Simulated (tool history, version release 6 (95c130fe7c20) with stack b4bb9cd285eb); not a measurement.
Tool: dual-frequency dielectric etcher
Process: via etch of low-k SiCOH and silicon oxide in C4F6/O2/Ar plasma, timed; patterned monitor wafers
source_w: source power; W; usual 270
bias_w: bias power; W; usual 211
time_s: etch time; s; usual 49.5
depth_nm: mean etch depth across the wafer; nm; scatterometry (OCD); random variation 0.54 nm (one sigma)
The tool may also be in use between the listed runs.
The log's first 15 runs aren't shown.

| run | day | source_w | bias_w | time_s | wafers since the last listed run | hours since the last wet clean | hours since the last source power generator calibration | hours since the last bias power generator calibration | hours since the last upper electrode change | hours since the gauge calibration | read-back reference wafer on the same gauge, depth_nm | depth_nm |
|---|---|---|---|---|---|---|---|---|---|---|---|---|
|  | 30.412 | wet clean of the chamber |
| 16 | 30.667 | 270 | 176 | 49.5 | 313 | 6.1 | 256.4 | 696.6 | 491.1 | 901.7 | 102.0 | 120.7 |
| 17 | 32.325 | 270 | 211 | 49.5 | 423 | 45.9 | 296.2 | 736.4 | 530.9 | 941.5 | 102.1 | 125.6 |
| 18 | 35.050 | 270 | 211 | 45.5 | 696 | 111.3 | 361.6 | 801.8 | 596.3 | 1006.9 | 101.9 | 116.7 |
| 19 | 37.508 | 270 | 255 | 49.5 | 628 | 170.3 | 420.6 | 860.8 | 655.3 | 1065.9 | 101.9 | 132.3 |
| 20 | 40.121 | 270 | 211 | 49.5 | 667 | 233.0 | 483.3 | 923.5 | 718.0 | 1128.6 | 102.0 | 128.2 |
| 21 | 41.154 | 270 | 176 | 49.5 | 264 | 257.8 | 508.1 | 948.3 | 742.8 | 1153.4 | 102.0 | 122.8 |
| 22 | 42.621 | 270 | 178 | 49.5 | 374 | 293.0 | 543.3 | 983.5 | 778.0 | 1188.6 | 102.3 | 124.8 |
| 23 | 45.162 | 270 | 211 | 53.5 | 649 | 354.0 | 604.3 | 1044.5 | 839.0 | 1249.6 | 102.1 | 140.1 |
| 24 | 47.904 | 240 | 252 | 42.5 | 700 | 419.8 | 670.1 | 1110.3 | 904.8 | 1315.4 | 101.9 | 110.5 |
| 25 | 50.188 | 300 | 248 | 57.5 | 583 | 474.6 | 724.9 | 1165.1 | 959.6 | 1370.2 | 102.0 | 163.8 |
|  | 53.058 | wet clean of the chamber |
| 26 | 53.079 | 270 | 211 | 49.5 | 483 | 0.5 | 794.3 | 1234.5 | 1029.0 | 1439.6 | 102.0 | 125.6 |
| 27 | 53.458 | 300 | 245 | 39.5 | 96 | 9.6 | 803.4 | 1243.6 | 1038.1 | 1448.7 | 101.9 | 107.5 |
| 28 | 55.154 | 270 | 211 | 55.0 | 433 | 50.3 | 844.1 | 1284.3 | 1078.8 | 1489.4 | 101.9 | 140.7 |
| 29 | 57.650 | 270 | 211 | 49.5 | 637 | 110.2 | 904.0 | 1344.2 | 1138.7 | 1549.3 | 102.0 | 127.0 |
| 30 | 58.804 | 270 | 211 | 49.5 | 295 | 137.9 | 931.7 | 1371.9 | 1166.4 | 1577.0 | 101.7 | 127.0 |

4 ways to go on from here, each from the tool as it stands after run 30. What would each give?
| A | 58.821 | 270 | 211 | 49.5 | 4 | 138.3 | 932.1 | 1372.3 | 1166.8 | 1577.4 | ? | ? |
| B | 58.821 | 270 | 211 | 35.5 | 4 | 138.3 | 932.1 | 1372.3 | 1166.8 | 1577.4 | ? | ? |
| C | 58.821 | 290 | 211 | 36.0 | 4 | 138.3 | 932.1 | 1372.3 | 1166.8 | 1577.4 | ? | ? |
| D | 58.821 | 300 | 211 | 49.5 | 4 | 138.3 | 932.1 | 1372.3 | 1166.8 | 1577.4 | ? | ? |

| run | read-back reference wafer on the same gauge, depth_nm | depth_nm |
|---|---|---|
| A | 101.8 | 126.6 |
| B | 101.8 | 90.8 |
| C | 101.8 | 94.8 |
| D | 101.8 | 132.3 |
Without the tool's hidden state the same runs would have given:
| run | depth_nm |
|---|---|
| A | 124.8 |
| B | 89.5 |
| C | 93.5 |
| D | 130.4 |
